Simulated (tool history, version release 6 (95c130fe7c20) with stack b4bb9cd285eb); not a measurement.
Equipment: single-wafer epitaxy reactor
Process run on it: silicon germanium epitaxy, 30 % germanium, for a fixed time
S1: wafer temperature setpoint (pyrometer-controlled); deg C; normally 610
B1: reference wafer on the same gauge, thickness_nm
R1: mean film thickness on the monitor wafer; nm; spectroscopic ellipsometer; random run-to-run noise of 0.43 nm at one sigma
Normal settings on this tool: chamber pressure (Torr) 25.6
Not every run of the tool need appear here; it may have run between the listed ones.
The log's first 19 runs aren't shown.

run 20 hour=1556.7 | S1=601 chamber_pressure_(Torr)=28.4 | B1=65.260 | R1=69.003
run 21 hour=1642.3 | S1=610 chamber_pressure_(Torr)=19.2 | B1=65.310 | R1=67.937
run 22 hour=1720.8 | S1=597 chamber_pressure_(Torr)=29.6 | B1=65.342 | R1=65.353
run 23 hour=1814.0 | S1=610 chamber_pressure_(Torr)=25.6 | B1=65.199 | R1=76.582
run 24 hour=1895.2 | S1=605 chamber_pressure_(Torr)=20.3 | B1=65.239 | R1=64.193
run 25 hour=2067.3 | S1=617 chamber_pressure_(Torr)=23.0 | B1=65.251 | R1=79.996
run 26 hour=2173.9 | S1=610 chamber_pressure_(Torr)=29.2 | B1=65.145 | R1=78.215
run 27 hour=2249.0 | S1=605 chamber_pressure_(Torr)=19.4 | B1=65.499 | R1=62.172
run 28 hour=2299.0 | S1=604 chamber_pressure_(Torr)=28.6 | B1=65.224 | R1=71.506
run 29 hour=2386.3 | S1=610 chamber_pressure_(Torr)=23.3 | B1=65.257 | R1=72.300
run 30 hour=2478.1 | S1=619 chamber_pressure_(Torr)=30.6 | B1=65.348 | R1=91.768
run 31 hour=2515.9 | S1=602 chamber_pressure_(Torr)=22.8 | B1=65.183 | R1=63.393
run 32 hour=2584.9 | S1=610 chamber_pressure_(Torr)=25.6 | B1=65.331 | R1=73.748
-- hour=2621.0 capacitance manometer re-zeroed and calibrated
run 33 hour=2626.0 | S1=610 chamber_pressure_(Torr)=23.3 | B1=65.386 | R1=71.699
run 34 hour=2675.7 | S1=615 chamber_pressure_(Torr)=19.5 | B1=65.418 | R1=72.408

5 options for the next run, each taken on its own from the tool as it stands now. Forecast them:
run A hour=2676.1 | S1=610 chamber_pressure_(Torr)=25.6 | B1=? | R1=?
run B hour=2676.1 | S1=615 chamber_pressure_(Torr)=21.8 | B1=? | R1=?
run C hour=2676.1 | S1=624 chamber_pressure_(Torr)=28.0 | B1=? | R1=?
run D hour=2676.1 | S1=610 chamber_pressure_(Torr)=21.8 | B1=? | R1=?
run E hour=2676.1 | S1=603 chamber_pressure_(Torr)=25.6 | B1=? | R1=?

run=A B1=65.397 R1=75.223
run=B B1=65.397 R1=76.590
run=C B1=65.397 R1=96.837
run=D B1=65.397 R1=70.792
run=E B1=65.397 R1=67.283
Take away the tool's hidden state, keep each run's random variation, and the runs would have read:
run=A R1=79.560
run=B R1=80.961
run=C R1=102.263
run=D R1=74.873
run=E R1=71.219
